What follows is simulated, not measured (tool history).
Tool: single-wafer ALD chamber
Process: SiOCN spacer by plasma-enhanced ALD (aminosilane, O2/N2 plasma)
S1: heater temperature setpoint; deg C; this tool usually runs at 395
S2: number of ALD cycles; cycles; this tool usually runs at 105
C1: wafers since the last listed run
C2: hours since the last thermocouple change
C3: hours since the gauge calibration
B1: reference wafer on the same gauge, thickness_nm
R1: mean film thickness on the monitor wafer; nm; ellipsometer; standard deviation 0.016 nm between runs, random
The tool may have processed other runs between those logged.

run 1 hour=0 | S1=395 S2=121 | C1=0 C2=192.3 C3=501.1 | B1=7.534 | R1=7.291
run 2 hour=25.4 | S1=395 S2=105 | C1=81 C2=217.7 C3=526.5 | B1=7.529 | R1=6.308
run 3 hour=56.9 | S1=395 S2=120 | C1=101 C2=249.2 C3=558 | B1=7.532 | R1=7.172
run 4 hour=73.7 | S1=395 S2=120 | C1=54 C2=266 C3=574.8 | B1=7.523 | R1=7.205
run 5 hour=92.8 | S1=395 S2=120 | C1=61 C2=285.1 C3=593.9 | B1=7.532 | R1=7.241
run 6 hour=111.1 | S1=395 S2=105 | C1=59 C2=303.4 C3=612.2 | B1=7.524 | R1=6.322
run 7 hour=128.3 | S1=395 S2=105 | C1=55 C2=320.6 C3=629.4 | B1=7.53 | R1=6.295
run 8 hour=155.7 | S1=395 S2=105 | C1=88 C2=348 C3=656.8 | B1=7.529 | R1=6.325
run 9 hour=188.5 | S1=395 S2=105 | C1=105 C2=380.8 C3=689.6 | B1=7.53 | R1=6.31
run 10 hour=202 | S1=395 S2=105 | C1=43 C2=394.3 C3=703.1 | B1=7.539 | R1=6.344
run 11 hour=221.7 | S1=395 S2=91 | C1=63 C2=414 C3=722.8 | B1=7.536 | R1=5.476
run 12 hour=300.4 | S1=395 S2=105 | C1=253 C2=492.7 C3=801.5 | B1=7.525 | R1=6.312
run 13 hour=332.8 | S1=395 S2=105 | C1=104 C2=525.1 C3=833.9 | B1=7.526 | R1=6.321
run 14 hour=357.1 | S1=395 S2=105 | C1=78 C2=549.4 C3=858.2 | B1=7.539 | R1=6.312
run 15 hour=379.1 | S1=395 S2=105 | C1=70 C2=571.4 C3=880.2 | B1=7.536 | R1=6.29
run 16 hour=397 | S1=395 S2=105 | C1=57 C2=589.3 C3=898.1 | B1=7.52 | R1=6.338
run 17 hour=419.6 | S1=395 S2=105 | C1=72 C2=611.9 C3=920.7 | B1=7.526 | R1=6.322
run 18 hour=442.5 | S1=395 S2=105 | C1=73 C2=634.8 C3=943.6 | B1=7.526 | R1=6.303
run 19 hour=461.9 | S1=395 S2=105 | C1=62 C2=654.2 C3=963 | B1=7.535 | R1=6.296
run 20 hour=492.5 | S1=395 S2=105 | C1=98 C2=684.8 C3=993.6 | B1=7.534 | R1=6.306
run 21 hour=509.3 | S1=395 S2=98 | C1=54 C2=701.6 C3=1010.4 | B1=7.531 | R1=5.901
run 22 hour=525.2 | S1=395 S2=98 | C1=51 C2=717.5 C3=1026.3 | B1=7.52 | R1=5.886
run 23 hour=553.2 | S1=395 S2=105 | C1=90 C2=745.5 C3=1054.3 | B1=7.523 | R1=6.277
run 24 hour=578.9 | S1=395 S2=105 | C1=82 C2=771.2 C3=1080 | B1=7.524 | R1=6.326
-- hour=608.8 gauge calibrated
run 25 hour=613.5 | S1=395 S2=105 | C1=111 C2=805.8 C3=4.7 | B1=7.528 | R1=6.325
run 26 hour=644.2 | S1=407 S2=98 | C1=99 C2=836.5 C3=35.4 | B1=7.539 | R1=5.747
run 27 hour=675.8 | S1=395 S2=100 | C1=101 C2=868.1 C3=67 | B1=7.531 | R1=6.005
run 28 hour=697.9 | S1=383 S2=89 | C1=71 C2=890.2 C3=89.1 | B1=7.519 | R1=5.366
-- hour=732.9 thermocouple changed; heater temperature recalibrated
run 29 hour=733.4 | S1=395 S2=105 | C1=88 C2=0.5 C3=124.6 | B1=7.53 | R1=6.338
run 30 hour=757.3 | S1=405 S2=85 | C1=77 C2=24.4 C3=148.5 | B1=7.522 | R1=5.035
run 31 hour=772.7 | S1=408 S2=98 | C1=49 C2=39.8 C3=163.9 | B1=7.53 | R1=5.735
run 32 hour=786.5 | S1=391 S2=123 | C1=44 C2=53.6 C3=177.7 | B1=7.54 | R1=7.388
run 33 hour=818.7 | S1=405 S2=111 | C1=103 C2=85.8 C3=209.9 | B1=7.537 | R1=6.549
run 34 hour=833.8 | S1=381 S2=124 | C1=48 C2=100.9 C3=225 | B1=7.526 | R1=7.489
run 35 hour=865.8 | S1=405 S2=111 | C1=103 C2=132.9 C3=257 | B1=7.533 | R1=6.561
run 36 hour=883.7 | S1=395 S2=105 | C1=57 C2=150.8 C3=274.9 | B1=7.533 | R1=6.291
run 37 hour=906.1 | S1=405 S2=114 | C1=72 C2=173.2 C3=297.3 | B1=7.534 | R1=6.736
run 38 hour=935.3 | S1=400 S2=98 | C1=94 C2=202.4 C3=326.5 | B1=7.535 | R1=5.897
run 39 hour=954.2 | S1=389 S2=115 | C1=60 C2=221.3 C3=345.4 | B1=7.528 | R1=6.886
run 40 hour=984.7 | S1=391 S2=96 | C1=98 C2=251.8 C3=375.9 | B1=7.534 | R1=5.798
run 41 hour=1016.9 | S1=395 S2=105 | C1=103 C2=284 C3=408.1 | B1=7.537 | R1=6.305
run 42 hour=1038 | S1=402 S2=89 | C1=68 C2=305.1 C3=429.2 | B1=7.527 | R1=5.308
run 43 hour=1063 | S1=388 S2=117 | C1=80 C2=330.1 C3=454.2 | B1=7.539 | R1=7.08
run 44 hour=1076.4 | S1=402 S2=96 | C1=43 C2=343.5 C3=467.6 | B1=7.529 | R1=5.738
run 45 hour=1099.5 | S1=406 S2=120 | C1=74 C2=366.6 C3=490.7 | B1=7.531 | R1=7.079
run 46 hour=1132.6 | S1=406 S2=89 | C1=106 C2=399.7 C3=523.8 | B1=7.523 | R1=5.235

Alternative continuations, all from the tool just after run 46; predict every row:
run A hour=1133.2 | S1=384 S2=105 | C1=1 C2=400.3 C3=524.4 | B1=? | R1=?
run B hour=1133.2 | S1=402 S2=94 | C1=1 C2=400.3 C3=524.4 | B1=? | R1=?
run C hour=1133.2 | S1=408 S2=115 | C1=1 C2=400.3 C3=524.4 | B1=? | R1=?
run D hour=1133.2 | S1=384 S2=111 | C1=1 C2=400.3 C3=524.4 | B1=? | R1=?

run=A B1=7.532 R1=6.309
run=B B1=7.532 R1=5.605
run=C B1=7.532 R1=6.723
run=D B1=7.532 R1=6.67
Stripped of hidden state, with their random variation kept, the same runs would have yielded:
run=A R1=6.309
run=B R1=5.605
run=C R1=6.723
run=D R1=6.67
